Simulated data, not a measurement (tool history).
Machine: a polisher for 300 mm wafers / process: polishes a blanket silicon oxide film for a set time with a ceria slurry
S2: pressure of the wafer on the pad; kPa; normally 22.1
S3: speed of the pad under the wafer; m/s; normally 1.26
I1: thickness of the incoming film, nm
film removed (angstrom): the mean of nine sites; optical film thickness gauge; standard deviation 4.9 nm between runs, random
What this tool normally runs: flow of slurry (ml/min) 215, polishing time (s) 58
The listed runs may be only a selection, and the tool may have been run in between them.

Run 1, day 0: usual settings; I1 918.3. Result: film removed (angstrom) 3746.
At day 0.892: head pressure recalibrated.
Run 2, day 2.825: usual settings; I1 913.2. Result: film removed (angstrom) 3613.
At day 6.938: worn pad replaced by a new one.
Run 3, day 7.029: usual settings; I1 913.6. Result: film removed (angstrom) 3921.
Run 4, day 11.221: usual settings; I1 904.9. Result: film removed (angstrom) 3784.
Run 5, day 13.479: usual settings; I1 922.3. Result: film removed (angstrom) 3775.
At day 20.112: slurry nozzle cleaned.
At day 21.042: worn pad replaced by a new one.
Run 6, day 21.296: usual settings but flow of slurry (ml/min) 235, S2 20 kPa; I1 894.5. Result: film removed (angstrom) 3607.
Run 7, day 23.054: usual settings but S3 1.44 m/s; I1 907. Result: film removed (angstrom) 4293.
At day 26.058: head pressure recalibrated.
Run 8, day 26.462: usual settings but S3 1.44 m/s; I1 913.8. Result: film removed (angstrom) 4038.
At day 34.825: worn pad replaced by a new one.
Run 9, day 38.558: usual settings; I1 915.3. Result: film removed (angstrom) 3891.
Run 10, day 42.658: usual settings but S2 15.2 kPa, S3 1.48 m/s, polishing time (s) 43; I1 909.9. Result: film removed (angstrom) 2340.
At day 44.354: slurry nozzle cleaned.
At day 46.517: worn pad replaced by a new one.
Run 11, day 46.662: usual settings but flow of slurry (ml/min) 285, S2 16.5 kPa, S3 0.94 m/s, polishing time (s) 66; I1 896.4. Result: film removed (angstrom) 3006.
Run 12, day 50.071: usual settings but polishing time (s) 64; I1 916.6. Result: film removed (angstrom) 4317.
At day 50.588: head pressure recalibrated.
Run 13, day 51.962: usual settings but flow of slurry (ml/min) 265, S3 1.62 m/s, polishing time (s) 51; I1 908.7. Result: film removed (angstrom) 4149.
Run 14, day 55.396: usual settings but flow of slurry (ml/min) 275, S2 26.2 kPa; I1 905.7. Result: film removed (angstrom) 4249.
At day 58.758: worn pad replaced by a new one.
Run 15, day 58.779: usual settings but flow of slurry (ml/min) 145, S3 1 m/s; I1 913.9. Result: film removed (angstrom) 3187.
Run 16, day 60.671: usual settings; I1 919.6. Result: film removed (angstrom) 3883.
Run 17, day 64.704: usual settings but flow of slurry (ml/min) 245, S3 1.12 m/s; I1 909.6. Result: film removed (angstrom) 3445.

Below, some changes in film removed (angstrom) between adjacent runs. For each, the amount present without the hidden state too (settings, incoming material, random variation) and the amount remaining for the hidden state with gauge scatter not shared by both compared results:
Hidden state at play: removal rate lost through wear of the pad, %; slurry flow missing at the pad, %; deviation of the head's pressure from its setpoint, %.
Run 9 -> 10: S2 22.1 -> 15.2, S3 1.26 -> 1.48, polishing time (s) 58 -> 43. film removed (angstrom) -1551: hidden state -37, all else -1514.
Run 14 -> 15: flow of slurry (ml/min) 275 -> 145, S2 26.2 -> 22.1, S3 1.26 -> 1, worn pad replaced by a new one. film removed (angstrom) -1062: hidden state +398, all else -1460.
